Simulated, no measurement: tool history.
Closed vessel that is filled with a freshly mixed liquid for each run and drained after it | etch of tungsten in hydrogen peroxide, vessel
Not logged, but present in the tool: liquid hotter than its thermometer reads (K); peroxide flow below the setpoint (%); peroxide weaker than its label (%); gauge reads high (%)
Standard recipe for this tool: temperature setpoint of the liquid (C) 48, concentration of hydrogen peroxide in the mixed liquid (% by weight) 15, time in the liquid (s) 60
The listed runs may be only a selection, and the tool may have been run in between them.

run	hour	temperature setpoint of the liquid (C)	concentration of hydrogen peroxide in the mixed liquid (% by weight)	time in the liquid (s)	wafers since the last listed run	hours since the thermometer was replaced	hours since the peroxide flow meter was replaced	hours since the drum of peroxide was connected	hours since the gauge calibration	read-back film thickness of the tungsten reference wafer, read on the same gauge (nm)	thickness taken off the tungsten on a monitor wafer (nm)
1	0	52.5	15	60	0	860.3	988.5	513.9	1452.2	50	162.22
2	72	52.5	15	60	7179	932.3	1060.5	585.9	1524.2	49.95	163.47
# hour 95.5: thermometer replaced
# hour 249.9: new drum of peroxide connected
3	295.1	52.5	15	60	22046	199.6	1283.6	45.2	1747.3	50	159.52
# hour 328.7: peroxide flow meter replaced
4	353.3	53.5	15	75	5703	257.8	24.6	103.4	1805.5	49.99	211.02
5	459.5	53.5	15	75	10589	364	130.8	209.6	1911.7	49.99	212.1
6	524	53.5	15	75	6431	428.5	195.3	274.1	1976.2	49.98	213.06
7	576.8	48	15	60	5264	481.3	248.1	326.9	2029	49.99	122.67
8	618.4	48	15	60	4147	522.9	289.7	368.5	2070.6	50.05	122.3
9	689.5	48	15	60	7089	594	360.8	439.6	2141.7	50.04	122.62
10	743.6	48	15	60	5394	648.1	414.9	493.7	2195.8	50.01	122.91
11	801.4	48	15	60	5763	705.9	472.7	551.5	2253.6	49.98	123.35
12	881.6	48	15	60	7996	786.1	552.9	631.7	2333.8	50	123.1
# hour 907.8: new drum of peroxide connected
13	952.7	48	15	60	6989	857.2	624	44.9	2404.9	49.94	124.04
# hour 1040.3: gauge calibrated
14	1046.8	48	15	60	9382	951.3	718.1	139	6.5	50.02	123.76
15	1111	48	18	60	6401	1015.5	782.3	203.2	70.7	50	136.19
16	1206	38.5	12	95	9472	1110.5	877.3	298.2	165.7	49.98	97.09
# hour 1235.2: thermometer replaced
17	1261.6	54.5	15	60	5444	26.4	932.9	353.8	221.3	49.97	175.82
18	1495.5	48	15	60	23322	260.3	1166.8	587.7	455.2	50.01	120.2
# hour 1522.1: peroxide flow meter replaced
19	1541.4	41	15	75	4477	306.2	19.3	633.6	501.1	50.01	96.96
20	1619.1	41.5	12	60	7747	383.9	97	711.3	578.8	50	72.1
# hour 1682.8: new drum of peroxide connected
21	1870.2	38.5	12	95	24937	635	348.1	187.4	829.9	50.02	94.69
22	1909.2	50.5	16.5	30	3888	674	387.1	226.4	868.9	50	75.19
23	1981.9	43.5	17	30	7248	746.7	459.8	299.1	941.6	50.01	49.27
24	2055	48	15	95	7288	819.8	532.9	372.2	1014.7	49.99	194.05
25	2105	53.5	16.5	80	4985	869.8	582.9	422.2	1064.7	50	242.4
26	2204.2	48	15	35	9891	969	682.1	521.4	1163.9	50.03	72.41
# hour 2259.2: thermometer replaced
27	2273.8	48	15	85	6840	14.6	751.7	591	1233.5	49.97	169.17
28	2340.3	48	15	60	6630	81.1	818.2	657.5	1300	50	120.08
29	2411.3	48	12	45	7079	152.1	889.2	728.5	1371	50.01	80.56
# hour 2439: new drum of peroxide connected
30	2477.4	45	15	30	6491	218.2	955.3	38.4	1437.1	50	49.89
31	2584.6	48	15	60	10689	325.4	1062.5	145.6	1544.3	49.96	121.11

Alternative continuations, all from the tool just after run 31; predict every row:
A	2585.3	48	15	90	69	326.1	1063.2	146.3	1545	?	?
B	2585.3	57	18	45	69	326.1	1063.2	146.3	1545	?	?
C	2585.3	48	17.5	30	69	326.1	1063.2	146.3	1545	?	?

run	read-back film thickness of the tungsten reference wafer, read on the same gauge (nm)	thickness taken off the tungsten on a monitor wafer (nm)
A	50	181.98
B	50	171.19
C	50	65.52
The same runs, with their run-to-run variation unchanged, on a tool lacking any hidden condition would have given:
run	thickness taken off the tungsten on a monitor wafer (nm)
A	178.97
B	168.51
C	64.44

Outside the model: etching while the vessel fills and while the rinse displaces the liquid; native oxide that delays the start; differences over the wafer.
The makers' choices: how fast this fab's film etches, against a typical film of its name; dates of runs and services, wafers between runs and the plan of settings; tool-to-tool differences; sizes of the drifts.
